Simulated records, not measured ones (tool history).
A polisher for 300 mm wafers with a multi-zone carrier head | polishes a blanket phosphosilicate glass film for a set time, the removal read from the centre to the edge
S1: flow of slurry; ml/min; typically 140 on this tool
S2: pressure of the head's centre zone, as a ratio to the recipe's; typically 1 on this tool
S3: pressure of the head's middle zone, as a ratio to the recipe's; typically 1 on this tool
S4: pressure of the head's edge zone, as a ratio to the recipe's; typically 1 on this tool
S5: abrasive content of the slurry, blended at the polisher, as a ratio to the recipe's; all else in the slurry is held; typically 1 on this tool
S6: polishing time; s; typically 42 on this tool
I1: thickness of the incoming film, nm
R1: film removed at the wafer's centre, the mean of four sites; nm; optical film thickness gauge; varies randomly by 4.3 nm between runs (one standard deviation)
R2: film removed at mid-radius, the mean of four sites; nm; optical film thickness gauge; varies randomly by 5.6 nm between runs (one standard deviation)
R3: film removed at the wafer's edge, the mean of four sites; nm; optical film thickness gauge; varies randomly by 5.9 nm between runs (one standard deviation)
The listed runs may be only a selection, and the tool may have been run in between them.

run	day	S1	S2	S3	S4	S5	S6	I1	R1	R2	R3
1	0	140	1	0.97	1	0.85	42	4707.6	457.4	450.4	440.8
2	3.596	140	1	0.97	1	0.85	42	4591	460.4	445.5	445.8
# day 4.467: worn pad replaced by a new one
3	5.325	140	1	1	1	0.9	42	4636.6	470	470.5	457.4
4	8.371	140	1	1	1	1	42	4618.6	497	495.5	506.4
# day 12.142: edge zone pressure recalibrated
# day 16.571: worn pad replaced by a new one
# day 17.371: carrier head's membrane replaced by a new one
5	18.321	140	1	1	1	1	42	4637.8	484.8	488.4	494.9
# day 21.683: slurry nozzle cleaned
6	22.708	140	1	1	1	1	42	4658.2	453.4	456.2	460.3
7	24.242	140	1	1	1	1	42	4650.1	456.7	461.7	458.8
8	25.942	140	1	1	1	1.2	42	4659.1	498	503.3	516.8

Predict the results of run 9:
# day 27.921: worn pad replaced by a new one
9	29.462	170	1	1	1	1.2	42	4637.5	?	?	?

{"run 9": {"R1": 520.2, "R2": 530.8, "R3": 526.9}}
Without the tool's hidden state the same run would have given R1 586.8 nm, R2 590.4 nm, R3 568 nm.
